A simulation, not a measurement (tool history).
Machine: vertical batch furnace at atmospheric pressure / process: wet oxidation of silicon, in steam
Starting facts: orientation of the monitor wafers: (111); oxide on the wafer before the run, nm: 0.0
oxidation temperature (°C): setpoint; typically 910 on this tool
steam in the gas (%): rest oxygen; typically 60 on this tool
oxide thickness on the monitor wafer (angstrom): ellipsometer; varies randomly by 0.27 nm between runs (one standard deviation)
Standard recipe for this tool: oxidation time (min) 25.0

run      day  oxidation temperature (°C)  oxidation time (min)  steam in the gas (%)  wafers since the last listed run  hours since the last temperature calibration  hours since the steam generator was serviced  hours since the gauge calibration  read-back reference wafer on the same gauge, thickness  oxide thickness on the monitor wafer (angstrom)
  1    0.000                         916                  31.0                    60                                 0                                        2982.0                                        1381.6                              172.4                                                   78.04                                           1048.7
  2    1.646                         925                  25.0                    60                               797                                        3021.5                                        1421.1                              211.9                                                   78.21                                            951.0
  3    4.700                         925                  25.0                    60                              1479                                        3094.8                                        1494.4                              285.2                                                   78.05                                            960.8
  4    8.600                         925                  25.0                    60                              1889                                        3188.4                                        1588.0                              378.8                                                   78.11                                            952.7
  5   11.108                         910                  25.0                    60                              1215                                        3248.6                                        1648.2                              439.0                                                   78.17                                            799.7
  6   13.500                         910                  25.0                    60                              1158                                        3306.0                                        1705.6                              496.4                                                   78.11                                            797.3
  7   16.183                         910                  25.0                    60                              1300                                        3370.4                                        1770.0                              560.8                                                   78.13                                            802.2
  8   18.821                         910                  25.0                    60                              1278                                        3433.7                                        1833.3                              624.1                                                   78.07                                            797.2
  9   20.821                         910                  25.0                    60                               969                                        3481.7                                        1881.3                              672.1                                                   78.11                                            795.5
 10   23.212                         910                  25.0                    60                              1158                                        3539.1                                        1938.7                              729.5                                                   78.12                                            795.7
 11   24.900                         910                  25.0                    60                               817                                        3579.6                                        1979.2                              770.0                                                   78.16                                            797.0
 12   26.754                         910                  25.0                    60                               898                                        3624.1                                        2023.7                              814.5                                                   78.02                                            798.0
 13   29.904                         910                  25.0                    60                              1526                                        3699.7                                        2099.3                              890.1                                                   78.19                                            792.0
      33.617  -- steam generator serviced
 14   33.638                         893                  15.5                    60                              1324                                        3789.3                                           0.5                              979.7                                                   78.04                                            410.5
 15   35.925                         910                  25.0                    54                              1108                                        3844.2                                          55.4                             1034.6                                                   78.09                                            742.7
 16   39.321                         910                  25.0                    54                              1645                                        3925.7                                         136.9                             1116.1                                                   78.09                                            738.3
 17   41.796                         910                  25.0                    60                              1199                                        3985.1                                         196.3                             1175.5                                                   78.23                                            814.5
 18   44.183                         910                  25.0                    60                              1156                                        4042.4                                         253.6                             1232.8                                                   78.11                                            811.1
 19   48.104                         910                  25.0                    60                              1899                                        4136.5                                         347.7                             1326.9                                                   78.10                                            819.2
 20   49.750                         932                  25.0                    70                               797                                        4176.0                                         387.2                             1366.4                                                   78.17                                           1194.4
      51.904  -- thermocouples replaced and temperature profile calibrated
 21   51.925                         910                  25.0                    71                               569                                           0.5                                         439.4                             1418.6                                                   78.13                                            917.1
 22   53.746                         925                  25.0                    60                               882                                          44.2                                         483.1                             1462.3                                                   78.19                                            937.5
 23   55.358                         910                  25.0                    60                               781                                          82.9                                         521.8                             1501.0                                                   78.12                                            790.0
 24   58.917                         903                  13.0                    66                              1724                                         168.3                                         607.2                             1586.4                                                   78.05                                            429.3
 25   64.817                         910                  25.0                    60                              2858                                         309.9                                         748.8                             1728.0                                                   78.15                                            793.2
      65.408  -- gauge calibrated
 26   67.067                         921                  35.0                    60                              1090                                         363.9                                         802.8                               39.8                                                   78.09                                           1214.0
 27   68.612                         910                  25.0                    60                               749                                         401.0                                         839.9                               76.9                                                   78.04                                            788.0
 28   70.488                         910                  25.0                    60                               908                                         446.0                                         884.9                              121.9                                                   78.04                                            788.8
 29   74.917                         910                  18.0                    55                              2146                                         552.3                                         991.2                              228.2                                                   78.06                                            543.6
 30   78.633                         901                  34.0                    67                              1800                                         641.5                                        1080.4                              317.4                                                   78.14                                           1022.3
 31   83.038                         892                  22.0                    67                              2134                                         747.2                                        1186.1                              423.1                                                   78.10                                            606.8
 32   85.529                         910                  25.0                    57                              1207                                         807.0                                        1245.9                              482.9                                                   78.12                                            761.5
 33   89.371                         889                  25.0                    50                              1861                                         899.2                                        1338.1                              575.1                                                   78.02                                            497.4
 34   92.138                         930                  25.0                    60                              1340                                         965.6                                        1404.5                              641.5                                                   78.05                                           1003.1
 35   93.967                         920                  25.0                    65                               886                                        1009.5                                        1448.4                              685.4                                                   78.14                                            966.7
 36   96.788                         910                  25.0                    60                              1366                                        1077.2                                        1516.1                              753.1                                                   78.17                                            798.7
 37   98.954                         894                  32.0                    60                              1049                                        1129.2                                        1568.1                              805.1                                                   78.12                                            796.1
 38  103.283                         910                  33.5                    60                              2097                                        1233.1                                        1672.0                              909.0                                                   78.08                                           1034.8
 39  107.008                         910                  25.0                    60                              1804                                        1322.5                                        1761.4                              998.4                                                   78.05                                            790.3

What differs in the tool's unlogged condition from the final listed run ahead of each entry between runs to the first listed run following it?
Run 13 -> run 14: steam generator serviced (day 33.617)
  true tube temperature minus thermocouple reading, K: 2.76 -> 2.77; steam share off its setpoint, % of the setpoint: -2.99 -> -0.128
  measured minus no-state result, oxide thickness on the monitor wafer (angstrom): +6.4 -> +17.4
Run 20 -> run 21: thermocouples replaced and temperature profile calibrated (day 51.904)
  true tube temperature minus thermocouple reading, K: 2.81 -> 0.348; steam share off its setpoint, % of the setpoint: -0.216 -> -0.242
  measured minus no-state result, oxide thickness on the monitor wafer (angstrom): +32.8 -> +2.1
Run 25 -> run 26: gauge calibrated (day 65.408)
  true tube temperature minus thermocouple reading, K: 0.927 -> 1.01; steam share off its setpoint, % of the setpoint: -0.458 -> -0.508
  measured minus no-state result, oxide thickness on the monitor wafer (angstrom): +6.2 -> +8.2

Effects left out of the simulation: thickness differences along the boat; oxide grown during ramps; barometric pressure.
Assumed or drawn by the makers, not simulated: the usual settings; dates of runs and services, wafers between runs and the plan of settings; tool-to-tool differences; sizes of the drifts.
